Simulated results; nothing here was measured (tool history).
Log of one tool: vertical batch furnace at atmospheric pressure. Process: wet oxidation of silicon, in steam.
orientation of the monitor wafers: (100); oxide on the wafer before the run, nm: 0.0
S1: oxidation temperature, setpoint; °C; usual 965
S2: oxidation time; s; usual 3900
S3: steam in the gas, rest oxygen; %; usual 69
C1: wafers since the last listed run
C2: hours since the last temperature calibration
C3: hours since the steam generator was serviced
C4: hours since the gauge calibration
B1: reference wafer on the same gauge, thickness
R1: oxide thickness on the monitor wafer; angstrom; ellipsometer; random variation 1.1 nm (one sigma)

| run | day | S1 | S2 | S3 | C1 | C2 | C3 | C4 | B1 | R1 |
|---|---|---|---|---|---|---|---|---|---|---|
| 1 | 0.000 | 965 | 3900 | 69 | 0 | 4071.8 | 2559.9 | 759.8 | 243.16 | 2451.4 |
| 2 | 2.371 | 965 | 2340 | 69 | 610 | 4128.7 | 2616.8 | 816.7 | 242.89 | 1613.6 |
| 3 | 5.392 | 965 | 3900 | 69 | 777 | 4201.2 | 2689.3 | 889.2 | 243.04 | 2435.4 |
| 4 | 7.908 | 965 | 3900 | 69 | 647 | 4261.6 | 2749.7 | 949.6 | 242.70 | 2429.3 |
| 5 | 9.788 | 971 | 2790 | 69 | 483 | 4306.7 | 2794.8 | 994.7 | 242.94 | 1971.0 |
| 6 | 13.071 | 971 | 2790 | 69 | 845 | 4385.5 | 2873.6 | 1073.5 | 243.01 | 1989.1 |
| 7 | 14.679 | 971 | 2790 | 69 | 414 | 4424.1 | 2912.2 | 1112.1 | 242.83 | 2000.6 |
|  | 16.921 | steam generator serviced |
| 8 | 17.483 | 965 | 3900 | 69 | 464 | 4491.4 | 13.5 | 1179.4 | 242.92 | 2349.0 |
| 9 | 19.492 | 965 | 3090 | 69 | 516 | 4539.6 | 61.7 | 1227.6 | 243.33 | 1929.6 |
| 10 | 23.475 | 943 | 3300 | 69 | 1025 | 4635.2 | 157.3 | 1323.2 | 242.89 | 1609.8 |
|  | 24.817 | steam generator serviced, repeated, since the last time left the tool worse |
| 11 | 26.358 | 965 | 4920 | 76 | 484 | 4704.4 | 37.0 | 1392.4 | 243.15 | 3281.9 |
| 12 | 28.525 | 965 | 2610 | 59 | 557 | 4756.4 | 89.0 | 1444.4 | 243.20 | 1599.9 |
| 13 | 30.875 | 958 | 5820 | 62 | 604 | 4812.8 | 145.4 | 1500.8 | 242.96 | 2992.9 |
|  | 32.788 | gauge calibrated |
| 14 | 32.912 | 965 | 3900 | 69 | 524 | 4861.7 | 194.3 | 3.0 | 242.55 | 2538.6 |
|  | 36.771 | thermocouples replaced and temperature profile calibrated |
| 15 | 36.792 | 988 | 4800 | 73 | 741 | 0.5 | 287.4 | 96.1 | 243.06 | 3707.9 |
| 16 | 41.000 | 965 | 3900 | 69 | 1083 | 101.5 | 388.4 | 197.1 | 242.80 | 2497.6 |
| 17 | 44.396 | 979 | 3180 | 62 | 874 | 183.0 | 469.9 | 278.6 | 243.31 | 2260.4 |
| 18 | 46.046 | 965 | 4530 | 69 | 424 | 222.6 | 509.5 | 318.2 | 242.91 | 2813.9 |
| 19 | 50.492 | 965 | 3900 | 69 | 1144 | 329.3 | 616.2 | 424.9 | 243.06 | 2512.3 |

Forecast each of these 4 alternatives for the next run:
| A | 50.679 | 965 | 3900 | 69 | 48 | 333.8 | 620.7 | 429.4 | ? | ? |
| B | 50.679 | 965 | 5160 | 69 | 48 | 333.8 | 620.7 | 429.4 | ? | ? |
| C | 50.679 | 990 | 4680 | 69 | 48 | 333.8 | 620.7 | 429.4 | ? | ? |
| D | 50.679 | 945 | 2850 | 64 | 48 | 333.8 | 620.7 | 429.4 | ? | ? |

| run | B1 | R1 |
|---|---|---|
| A | 243.15 | 2499.7 |
| B | 243.15 | 3101.0 |
| C | 243.15 | 3568.6 |
| D | 243.15 | 1466.5 |
Without the tool's hidden state the same runs would have given:
| run | R1 |
|---|---|
| A | 2537.0 |
| B | 3145.7 |
| C | 3616.9 |
| D | 1490.6 |
